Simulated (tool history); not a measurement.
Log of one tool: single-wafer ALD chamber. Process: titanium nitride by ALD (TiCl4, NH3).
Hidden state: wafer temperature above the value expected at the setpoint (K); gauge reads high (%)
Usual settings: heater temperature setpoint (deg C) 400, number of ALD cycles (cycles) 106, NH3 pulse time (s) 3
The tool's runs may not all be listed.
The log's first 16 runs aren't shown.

run,hour,heater temperature setpoint (deg C),number of ALD cycles (cycles),NH3 pulse time (s),wafers since the last listed run,hours since the last thermocouple change,hours since the showerhead was replaced,hours since the gauge calibration,"read-back reference wafer on the same gauge, thickness_nm",mean film thickness on the monitor wafer (Å)
17,1083.4,400,106,1.9,102,2249.5,250.8,458.7,2.63,22.59
18,1186,400,106,2.51,226,2352.1,353.4,561.3,2.636,22.92
19,1267,400,115,3.85,178,2433.1,434.4,642.3,2.634,25.37
20,1342.9,400,97,3,167,2509,510.3,718.2,2.636,21.21
# hour 1433.9: thermocouple changed; heater temperature recalibrated
21,1434.4,386,106,3,184,0.5,601.8,809.7,2.64,23.03
22,1502.5,400,89,3,150,68.6,669.9,877.8,2.639,19.52
23,1581.3,400,106,3,174,147.4,748.7,956.6,2.64,23.23
24,1633.9,400,106,2.35,116,200,801.3,1009.2,2.643,23.17
25,1704.1,408,99,2.32,155,270.2,871.5,1079.4,2.646,21.6
26,1770.1,400,87,3,145,336.2,937.5,1145.4,2.644,19.18
# hour 1844.4: gauge calibrated
27,1911.4,400,106,3,312,477.5,1078.8,67,2.634,23.15
28,1961.6,400,106,3,110,527.7,1129,117.2,2.633,23.22
29,2065.1,400,106,3,228,631.2,1232.5,220.7,2.634,23.19
30,2251.7,400,106,4.01,412,817.8,1419.1,407.3,2.639,23.45
31,2318.4,400,106,3,147,884.5,1485.8,474,2.637,23.23
32,2389.1,387,106,3,156,955.2,1556.5,544.7,2.639,23.08
33,2475,400,86,3.6,189,1041.1,1642.4,630.6,2.638,19

3 ways to go on from here, each from the tool as it stands after run 33. What would each give?
A,2475.7,400,106,3,1,1041.8,1643.1,631.3,?,?
B,2475.7,396,122,2.45,1,1041.8,1643.1,631.3,?,?
C,2475.7,396,117,3.89,1,1041.8,1643.1,631.3,?,?

run,"read-back reference wafer on the same gauge, thickness_nm",mean film thickness on the monitor wafer (Å)
A,2.64,23.2
B,2.64,26.39
C,2.64,25.8
Without the tool's hidden state the same runs would have given:
run,mean film thickness on the monitor wafer (Å)
A,23.12
B,26.3
C,25.7

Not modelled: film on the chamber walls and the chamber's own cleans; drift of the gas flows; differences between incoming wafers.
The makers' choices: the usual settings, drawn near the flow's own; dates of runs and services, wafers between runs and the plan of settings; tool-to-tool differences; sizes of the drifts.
